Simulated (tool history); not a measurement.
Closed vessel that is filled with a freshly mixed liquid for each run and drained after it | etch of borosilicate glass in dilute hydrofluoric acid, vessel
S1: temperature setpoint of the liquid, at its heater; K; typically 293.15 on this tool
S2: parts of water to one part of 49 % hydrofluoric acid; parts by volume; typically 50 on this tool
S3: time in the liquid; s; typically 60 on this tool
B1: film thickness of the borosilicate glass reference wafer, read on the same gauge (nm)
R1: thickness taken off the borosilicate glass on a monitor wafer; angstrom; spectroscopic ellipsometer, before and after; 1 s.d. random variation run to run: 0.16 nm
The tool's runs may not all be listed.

| run | hour | S1 | S2 | S3 | B1 | R1 |
|---|---|---|---|---|---|---|
| 1 | 0.0 | 290.15 | 40 | 60 | 149.99 | 391.0 |
| 2 | 190.4 | 290.15 | 40 | 60 | 150.01 | 400.8 |
| 3 | 280.1 | 293.15 | 50 | 60 | 150.01 | 357.3 |
| 4 | 361.0 | 293.15 | 50 | 60 | 149.98 | 361.4 |
| 5 | 402.6 | 293.15 | 70 | 60 | 149.99 | 254.7 |
|  | 467.2 | hydrofluoric acid flow meter replaced |
|  | 496.1 | thermometer replaced |
| 6 | 503.8 | 293.15 | 70 | 60 | 150.02 | 239.0 |
| 7 | 799.9 | 293.15 | 70 | 60 | 150.03 | 247.0 |
| 8 | 863.1 | 293.15 | 45 | 60 | 149.97 | 394.7 |
| 9 | 917.5 | 293.15 | 50 | 60 | 150.03 | 357.6 |
| 10 | 985.0 | 297.65 | 70 | 30 | 149.96 | 149.6 |
| 11 | 1067.9 | 293.15 | 50 | 60 | 149.98 | 361.1 |
|  | 1118.9 | hydrofluoric acid flow meter replaced |
| 12 | 1243.7 | 293.15 | 70 | 60 | 150.03 | 240.7 |
| 13 | 1379.5 | 293.15 | 50 | 60 | 149.99 | 344.9 |
| 14 | 1449.2 | 293.15 | 40 | 60 | 149.97 | 443.1 |
| 15 | 1499.6 | 293.15 | 50 | 60 | 150.01 | 349.5 |
| 16 | 1542.8 | 291.15 | 35 | 30 | 150.00 | 232.2 |
|  | 1630.8 | thermometer replaced |
|  | 1691.5 | gauge calibrated |
| 17 | 1712.0 | 290.65 | 30 | 95 | 150.02 | 871.0 |
|  | 1763.4 | hydrofluoric acid flow meter replaced |
| 18 | 1798.6 | 291.65 | 50 | 30 | 149.98 | 161.5 |
| 19 | 1856.9 | 290.15 | 50 | 60 | 149.99 | 303.5 |
| 20 | 1956.0 | 290.15 | 70 | 85 | 150.02 | 304.4 |
| 21 | 1993.5 | 294.65 | 40 | 30 | 149.96 | 237.4 |
| 22 | 2039.6 | 291.65 | 35 | 35 | 150.00 | 280.1 |
| 23 | 2119.4 | 296.15 | 65 | 60 | 150.00 | 303.2 |
| 24 | 2222.9 | 293.15 | 50 | 30 | 150.03 | 177.5 |
| 25 | 2260.2 | 293.15 | 50 | 60 | 149.99 | 360.3 |
| 26 | 2332.8 | 290.15 | 25 | 90 | 150.00 | 987.2 |
| 27 | 2410.8 | 293.15 | 50 | 60 | 150.01 | 361.9 |
|  | 2449.7 | hydrofluoric acid flow meter replaced |
| 28 | 2516.3 | 295.15 | 25 | 40 | 149.99 | 517.5 |
| 29 | 2589.2 | 295.15 | 35 | 50 | 150.00 | 453.5 |
| 30 | 2630.2 | 293.15 | 50 | 60 | 149.99 | 344.7 |
|  | 2697.5 | thermometer replaced |
| 31 | 2720.0 | 293.15 | 70 | 60 | 149.98 | 244.1 |

What if the next run were any one of these 5? Each begins from the tool's condition after run 31:
| A | 2720.7 | 293.15 | 50 | 60 | ? | ? |
| B | 2720.7 | 295.65 | 60 | 90 | ? | ? |
| C | 2720.7 | 298.15 | 70 | 35 | ? | ? |
| D | 2720.7 | 293.15 | 50 | 80 | ? | ? |
| E | 2720.7 | 296.15 | 30 | 45 | ? | ? |

| run | B1 | R1 |
|---|---|---|
| A | 149.96 | 349.4 |
| B | 149.96 | 479.1 |
| C | 149.96 | 174.7 |
| D | 149.96 | 465.8 |
| E | 149.96 | 508.1 |
Without the tool's hidden state the same runs would have given:
| run | R1 |
|---|---|
| A | 339.8 |
| B | 465.9 |
| C | 169.8 |
| D | 453.1 |
| E | 494.5 |

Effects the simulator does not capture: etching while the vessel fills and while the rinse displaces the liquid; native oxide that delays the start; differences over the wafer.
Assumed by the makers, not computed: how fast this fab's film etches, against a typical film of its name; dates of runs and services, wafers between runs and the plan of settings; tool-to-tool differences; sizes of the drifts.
